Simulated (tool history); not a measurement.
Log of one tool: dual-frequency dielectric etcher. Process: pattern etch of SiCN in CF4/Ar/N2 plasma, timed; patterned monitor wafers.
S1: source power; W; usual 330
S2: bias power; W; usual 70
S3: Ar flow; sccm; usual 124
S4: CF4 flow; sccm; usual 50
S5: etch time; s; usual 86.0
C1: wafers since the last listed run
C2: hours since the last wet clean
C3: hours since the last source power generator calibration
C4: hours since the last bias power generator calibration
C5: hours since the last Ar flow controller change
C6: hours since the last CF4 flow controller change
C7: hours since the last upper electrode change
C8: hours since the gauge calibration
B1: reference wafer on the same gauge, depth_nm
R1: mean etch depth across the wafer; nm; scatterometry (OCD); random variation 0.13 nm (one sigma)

run 1 day=0.000 | S1=330 S2=70 S3=124 S4=50 S5=103.5 | C1=0 C2=274.3 C3=2419.8 C4=1260.0 C5=4899.1 C6=1569.4 C7=3521.2 C8=81.3 | B1=56.4 | R1=70.4
run 2 day=1.338 | S1=330 S2=70 S3=124 S4=50 S5=103.5 | C1=285 C2=306.4 C3=2451.9 C4=1292.1 C5=4931.2 C6=1601.5 C7=3553.3 C8=113.4 | B1=56.4 | R1=70.5
run 3 day=2.475 | S1=330 S2=70 S3=124 S4=50 S5=103.5 | C1=242 C2=333.7 C3=2479.2 C4=1319.4 C5=4958.5 C6=1628.8 C7=3580.6 C8=140.7 | B1=56.4 | R1=70.6
run 4 day=4.038 | S1=330 S2=70 S3=124 S4=50 S5=86.0 | C1=332 C2=371.2 C3=2516.7 C4=1356.9 C5=4996.0 C6=1666.3 C7=3618.1 C8=178.2 | B1=56.4 | R1=58.8
run 5 day=5.392 | S1=330 S2=70 S3=124 S4=50 S5=86.0 | C1=288 C2=403.7 C3=2549.2 C4=1389.4 C5=5028.5 C6=1698.8 C7=3650.6 C8=210.7 | B1=56.4 | R1=58.9
run 6 day=7.692 | S1=300 S2=70 S3=124 S4=50 S5=86.0 | C1=490 C2=458.9 C3=2604.4 C4=1444.6 C5=5083.7 C6=1754.0 C7=3705.8 C8=265.9 | B1=56.4 | R1=54.1
-- day=12.108 source power generator calibrated
-- day=13.396 wet clean of the chamber
-- day=15.154 bias power generator calibrated
run 7 day=15.646 | S1=300 S2=70 S3=124 S4=50 S5=86.0 | C1=1410 C2=54.0 C3=84.9 C4=11.8 C5=5274.6 C6=1944.9 C7=3896.7 C8=456.8 | B1=56.3 | R1=51.4
run 8 day=17.600 | S1=330 S2=70 S3=124 S4=50 S5=61.5 | C1=416 C2=100.9 C3=131.8 C4=58.7 C5=5321.5 C6=1991.8 C7=3943.6 C8=503.7 | B1=56.5 | R1=40.2
-- day=18.821 CF4 flow controller replaced
run 9 day=19.158 | S1=370 S2=87 S3=107 S4=40 S5=86.0 | C1=278 C2=138.3 C3=169.2 C4=96.1 C5=5358.9 C6=8.1 C7=3981.0 C8=541.1 | B1=56.4 | R1=67.6
-- day=20.717 gauge calibrated
-- day=20.921 Ar flow controller replaced
-- day=22.046 upper electrode replaced
run 10 day=22.067 | S1=330 S2=70 S3=133 S4=50 S5=66.5 | C1=353 C2=208.1 C3=239.0 C4=165.9 C5=27.5 C6=77.9 C7=0.5 C8=32.4 | B1=56.4 | R1=43.0
run 11 day=22.929 | S1=330 S2=64 S3=152 S4=55 S5=86.0 | C1=183 C2=228.8 C3=259.7 C4=186.6 C5=48.2 C6=98.6 C7=21.2 C8=53.1 | B1=56.5 | R1=52.9

Forecast run 12:
run 12 day=24.154 | S1=330 S2=70 S3=124 S4=50 S5=86.0 | C1=261 C2=258.2 C3=289.1 C4=216.0 C5=77.6 C6=128.0 C7=50.6 C8=82.5 | B1=? | R1=?

Run 12 gave B1 56.4, R1 56.6 nm.
Without the tool's hidden state the same run would have given R1 56.0 nm.

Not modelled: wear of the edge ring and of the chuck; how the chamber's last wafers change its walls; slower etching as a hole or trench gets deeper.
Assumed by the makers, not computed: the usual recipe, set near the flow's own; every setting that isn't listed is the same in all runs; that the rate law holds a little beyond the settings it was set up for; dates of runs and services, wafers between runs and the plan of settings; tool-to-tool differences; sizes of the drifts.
